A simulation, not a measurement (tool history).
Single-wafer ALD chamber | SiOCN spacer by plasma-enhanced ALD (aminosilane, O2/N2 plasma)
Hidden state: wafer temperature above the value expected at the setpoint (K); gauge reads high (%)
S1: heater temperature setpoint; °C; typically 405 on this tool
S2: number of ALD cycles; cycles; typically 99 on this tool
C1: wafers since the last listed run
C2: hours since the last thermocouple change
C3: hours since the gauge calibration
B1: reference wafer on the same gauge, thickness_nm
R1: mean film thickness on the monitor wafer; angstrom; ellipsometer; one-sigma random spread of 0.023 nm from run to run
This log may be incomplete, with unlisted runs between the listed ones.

| run | hour | S1 | S2 | C1 | C2 | C3 | B1 | R1 |
|---|---|---|---|---|---|---|---|---|
| 1 | 0.0 | 405 | 99 | 0 | 1331.7 | 501.0 | 6.190 | 65.94 |
| 2 | 24.5 | 405 | 99 | 53 | 1356.2 | 525.5 | 6.194 | 65.98 |
| 3 | 36.9 | 405 | 99 | 27 | 1368.6 | 537.9 | 6.189 | 66.28 |
| 4 | 50.9 | 401 | 99 | 30 | 1382.6 | 551.9 | 6.188 | 66.70 |
| 5 | 63.2 | 401 | 99 | 27 | 1394.9 | 564.2 | 6.194 | 66.71 |
| 6 | 88.9 | 405 | 99 | 56 | 1420.6 | 589.9 | 6.194 | 65.84 |
|  | 90.3 | gauge calibrated |
| 7 | 117.4 | 405 | 99 | 62 | 1449.1 | 27.1 | 5.996 | 63.99 |
| 8 | 147.8 | 405 | 99 | 66 | 1479.5 | 57.5 | 6.017 | 64.10 |
| 9 | 165.7 | 405 | 99 | 39 | 1497.4 | 75.4 | 6.027 | 64.17 |
| 10 | 181.2 | 412 | 99 | 34 | 1512.9 | 90.9 | 6.034 | 62.85 |
| 11 | 193.8 | 412 | 99 | 27 | 1525.5 | 103.5 | 6.040 | 62.95 |
| 12 | 215.7 | 405 | 99 | 48 | 1547.4 | 125.4 | 6.054 | 64.14 |
| 13 | 313.1 | 405 | 105 | 214 | 1644.8 | 222.8 | 6.086 | 68.11 |
| 14 | 340.6 | 405 | 105 | 60 | 1672.3 | 250.3 | 6.091 | 69.09 |
| 15 | 361.2 | 393 | 99 | 45 | 1692.9 | 270.9 | 6.091 | 65.92 |
| 16 | 376.8 | 393 | 99 | 34 | 1708.5 | 286.5 | 6.100 | 66.25 |
| 17 | 410.2 | 405 | 99 | 73 | 1741.9 | 319.9 | 6.111 | 64.84 |
| 18 | 441.7 | 413 | 87 | 69 | 1773.4 | 351.4 | 6.113 | 55.88 |
|  | 470.2 | thermocouple changed; heater temperature recalibrated |
| 19 | 470.7 | 405 | 99 | 46 | 0.5 | 380.4 | 6.115 | 65.26 |
| 20 | 495.3 | 413 | 87 | 54 | 25.1 | 405.0 | 6.116 | 55.80 |
| 21 | 519.9 | 405 | 99 | 54 | 49.7 | 429.6 | 6.117 | 64.98 |
| 22 | 536.3 | 405 | 99 | 36 | 66.1 | 446.0 | 6.122 | 65.12 |
| 23 | 569.3 | 405 | 106 | 72 | 99.1 | 479.0 | 6.122 | 69.98 |
| 24 | 591.1 | 391 | 114 | 47 | 120.9 | 500.8 | 6.126 | 76.77 |
| 25 | 625.0 | 405 | 99 | 74 | 154.8 | 534.7 | 6.126 | 64.69 |
| 26 | 654.5 | 405 | 99 | 64 | 184.3 | 564.2 | 6.131 | 65.44 |
| 27 | 686.8 | 405 | 99 | 71 | 216.6 | 596.5 | 6.132 | 65.08 |
|  | 689.0 | gauge calibrated |
| 28 | 699.4 | 410 | 92 | 27 | 229.2 | 10.4 | 6.015 | 58.62 |
| 29 | 724.1 | 418 | 92 | 54 | 253.9 | 35.1 | 6.037 | 57.57 |
| 30 | 745.4 | 392 | 107 | 46 | 275.2 | 56.4 | 6.052 | 71.04 |
| 31 | 780.0 | 391 | 84 | 76 | 309.8 | 91.0 | 6.067 | 55.36 |
| 32 | 813.9 | 419 | 99 | 74 | 343.7 | 124.9 | 6.083 | 61.74 |
| 33 | 842.6 | 394 | 99 | 63 | 372.4 | 153.6 | 6.097 | 66.10 |
| 34 | 874.8 | 409 | 99 | 70 | 404.6 | 185.8 | 6.103 | 64.23 |

Subtracting, for every run, the result it would have given without the tool's unlogged condition from the measured result gives the following. The same run-to-run variation enters both numbers; the gauge's scatter may not:
| run | R1 |
|---|---|
| 1 | +1.99 |
| 2 | +2.01 |
| 3 | +2.03 |
| 4 | +2.05 |
| 5 | +2.05 |
| 6 | +2.04 |
| 7 | -0.02 |
| 8 | +0.17 |
| 9 | +0.29 |
| 10 | +0.36 |
| 11 | +0.42 |
| 12 | +0.54 |
| 13 | +0.94 |
| 14 | +1.02 |
| 15 | +1.03 |
| 16 | +1.07 |
| 17 | +1.12 |
| 18 | +1.01 |
| 19 | +1.22 |
| 20 | +1.07 |
| 21 | +1.27 |
| 22 | +1.30 |
| 23 | +1.42 |
| 24 | +1.58 |
| 25 | +1.36 |
| 26 | +1.39 |
| 27 | +1.41 |
| 28 | +0.19 |
| 29 | +0.34 |
| 30 | +0.58 |
| 31 | +0.62 |
| 32 | +0.84 |
| 33 | +1.03 |
| 34 | +1.12 |

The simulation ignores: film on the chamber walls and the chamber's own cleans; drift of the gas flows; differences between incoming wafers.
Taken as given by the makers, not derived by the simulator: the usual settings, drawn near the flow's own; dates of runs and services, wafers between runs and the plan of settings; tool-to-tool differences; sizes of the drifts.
